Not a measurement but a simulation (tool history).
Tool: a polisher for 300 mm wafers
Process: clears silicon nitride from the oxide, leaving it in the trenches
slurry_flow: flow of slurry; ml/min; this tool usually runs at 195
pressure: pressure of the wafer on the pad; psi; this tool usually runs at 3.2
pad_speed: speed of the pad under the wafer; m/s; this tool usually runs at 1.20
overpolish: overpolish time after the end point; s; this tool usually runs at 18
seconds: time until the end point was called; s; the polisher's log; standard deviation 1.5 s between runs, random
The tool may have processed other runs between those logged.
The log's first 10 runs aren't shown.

run,hour,slurry_flow,pressure,pad_speed,overpolish,"incoming thickness of the incoming film, nm",seconds
11,504.4,195,3.2,1.20,18,95.4,80.7
12,543.3,195,3.2,1.20,18,94.6,77.8
# hour 569.1: worn pad replaced by a new one
13,574.6,220,3.2,1.20,26,93.7,78.1
# hour 605.5: head pressure recalibrated
14,631.4,220,3.2,1.20,26,96.6,87.1
15,667.8,195,3.2,1.20,18,96.0,94.8
16,706.4,195,3.2,1.20,18,96.9,94.8
17,759.4,195,3.2,1.20,18,95.2,90.8
18,791.7,195,3.2,1.20,18,93.9,92.6
19,858.6,195,3.2,1.20,18,95.0,91.7
20,901.0,195,3.2,1.20,18,95.3,92.5
# hour 913.0: slurry nozzle cleaned
21,933.1,235,3.2,1.20,7,93.6,78.8
# hour 954.5: worn pad replaced by a new one
22,995.7,195,3.2,0.82,18,94.1,117.2
23,1020.5,195,3.2,1.20,18,94.5,80.7
24,1057.9,230,3.2,0.94,18,94.5,102.0
25,1125.7,145,3.2,0.80,10,94.3,130.4
26,1188.0,160,3.6,0.82,10,94.9,110.4

Run 27, settings as shown, results not yet in. Your forecast:
27,1254.2,250,3.2,1.20,18,95.1,?

Logged for run 27: seconds 77.1 s.
Take away the tool's hidden state, keep the run-to-run variation as it was, and the same run would have given seconds 78.9 s.

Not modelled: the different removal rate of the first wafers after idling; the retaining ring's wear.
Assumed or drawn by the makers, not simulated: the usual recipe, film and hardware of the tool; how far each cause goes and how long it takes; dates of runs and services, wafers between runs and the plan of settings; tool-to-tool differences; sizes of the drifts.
